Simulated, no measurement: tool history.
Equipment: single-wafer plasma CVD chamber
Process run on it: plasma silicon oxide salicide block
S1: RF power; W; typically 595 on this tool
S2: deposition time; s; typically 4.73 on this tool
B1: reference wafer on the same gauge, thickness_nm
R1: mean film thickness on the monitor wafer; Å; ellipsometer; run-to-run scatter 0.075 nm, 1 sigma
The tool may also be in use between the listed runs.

run,day,S1,S2,B1,R1
1,0.000,655,4.73,47.099,506.95
2,0.392,690,5.07,47.081,552.82
3,0.800,690,5.07,47.107,550.88
4,1.133,690,5.07,47.116,552.54
5,1.383,595,4.73,47.095,493.82
6,2.054,595,4.73,47.068,493.55
7,2.421,595,4.73,47.080,495.54
8,2.871,595,4.73,47.085,493.21
9,3.575,595,4.73,47.077,492.59
10,4.096,595,4.73,47.098,493.21
11,4.771,595,4.73,47.115,494.14
12,5.275,595,5.16,47.102,539.15
13,5.567,595,4.73,47.133,493.98
14,6.500,670,4.28,47.139,461.75
15,6.792,690,5.42,47.110,588.60

The next listed run, before its measurement:
# day 7.258: showerhead replaced
16,7.383,670,5.55,?,?

B1: 47.101
R1: 598.09 Å
Take away the tool's hidden state, keep the run-to-run variation as it was, and the same run would have given R1 607.94 Å.

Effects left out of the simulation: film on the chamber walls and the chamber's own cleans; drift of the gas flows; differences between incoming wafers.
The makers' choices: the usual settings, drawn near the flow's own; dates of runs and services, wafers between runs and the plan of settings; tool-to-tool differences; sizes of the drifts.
